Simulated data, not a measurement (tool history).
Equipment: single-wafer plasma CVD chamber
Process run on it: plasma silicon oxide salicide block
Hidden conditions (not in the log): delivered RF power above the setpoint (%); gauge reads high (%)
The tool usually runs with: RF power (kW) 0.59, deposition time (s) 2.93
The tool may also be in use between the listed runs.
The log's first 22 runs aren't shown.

| run | hour | RF power (kW) | deposition time (s) | wafers since the last listed run | hours since the last RF generator calibration | hours since the showerhead was replaced | hours since the gauge calibration | read-back reference wafer on the same gauge, thickness_nm | mean film thickness on the monitor wafer (nm) |
|---|---|---|---|---|---|---|---|---|---|
| 23 | 645.3 | 0.555 | 2.66 | 859 | 92 | 3525.1 | 211.6 | 22.111 | 23.529 |
|  | 656.6 | showerhead replaced |
| 24 | 738.3 | 0.69 | 2.42 | 4684 | 185 | 81.7 | 304.6 | 22.094 | 23.765 |
| 25 | 761.6 | 0.67 | 2.64 | 1284 | 208.3 | 105 | 327.9 | 22.098 | 25.511 |
| 26 | 777.9 | 0.59 | 2.93 | 898 | 224.6 | 121.3 | 344.2 | 22.092 | 26.651 |
| 27 | 805.2 | 0.59 | 2.93 | 1504 | 251.9 | 148.6 | 371.5 | 22.101 | 26.55 |
| 28 | 817.2 | 0.55 | 3.41 | 661 | 263.9 | 160.6 | 383.5 | 22.105 | 29.63 |
| 29 | 844.4 | 0.59 | 2.75 | 1499 | 291.1 | 187.8 | 410.7 | 22.103 | 25.111 |
| 30 | 877.2 | 0.635 | 2.49 | 1807 | 323.9 | 220.6 | 443.5 | 22.099 | 23.363 |
| 31 | 899.7 | 0.68 | 3.43 | 1240 | 346.4 | 243.1 | 466 | 22.097 | 33.584 |
| 32 | 932.3 | 0.49 | 2.93 | 1796 | 379 | 275.7 | 498.6 | 22.101 | 24.077 |
| 33 | 956 | 0.54 | 2.93 | 1306 | 402.7 | 299.4 | 522.3 | 22.102 | 25.246 |
| 34 | 986.1 | 0.49 | 2.73 | 1658 | 432.8 | 329.5 | 552.4 | 22.087 | 22.34 |
|  | 989.8 | gauge calibrated |
| 35 | 999.4 | 0.48 | 3.31 | 732 | 446.1 | 342.8 | 9.6 | 22.103 | 26.561 |
| 36 | 1025.4 | 0.59 | 2.47 | 1432 | 472.1 | 368.8 | 35.6 | 22.109 | 22.206 |
| 37 | 1120.8 | 0.68 | 2.5 | 5257 | 567.5 | 464.2 | 131 | 22.105 | 24.24 |
| 38 | 1139.7 | 0.59 | 2.93 | 1041 | 586.4 | 483.1 | 149.9 | 22.095 | 26.373 |

4 options for the next run, each taken on its own from the tool as it stands now. Forecast them:
| A | 1140.1 | 0.55 | 2.93 | 22 | 586.8 | 483.5 | 150.3 | ? | ? |
| B | 1140.1 | 0.62 | 3.27 | 22 | 586.8 | 483.5 | 150.3 | ? | ? |
| C | 1140.1 | 0.645 | 3.42 | 22 | 586.8 | 483.5 | 150.3 | ? | ? |
| D | 1140.1 | 0.495 | 2.93 | 22 | 586.8 | 483.5 | 150.3 | ? | ? |

| run | read-back reference wafer on the same gauge, thickness_nm | mean film thickness on the monitor wafer (nm) |
|---|---|---|
| A | 22.103 | 25.548 |
| B | 22.103 | 30.324 |
| C | 22.103 | 32.332 |
| D | 22.103 | 24.079 |
Take away the tool's hidden state, keep each run's random variation, and the runs would have read:
| run | mean film thickness on the monitor wafer (nm) |
|---|---|
| A | 26.053 |
| B | 30.924 |
| C | 32.972 |
| D | 24.555 |

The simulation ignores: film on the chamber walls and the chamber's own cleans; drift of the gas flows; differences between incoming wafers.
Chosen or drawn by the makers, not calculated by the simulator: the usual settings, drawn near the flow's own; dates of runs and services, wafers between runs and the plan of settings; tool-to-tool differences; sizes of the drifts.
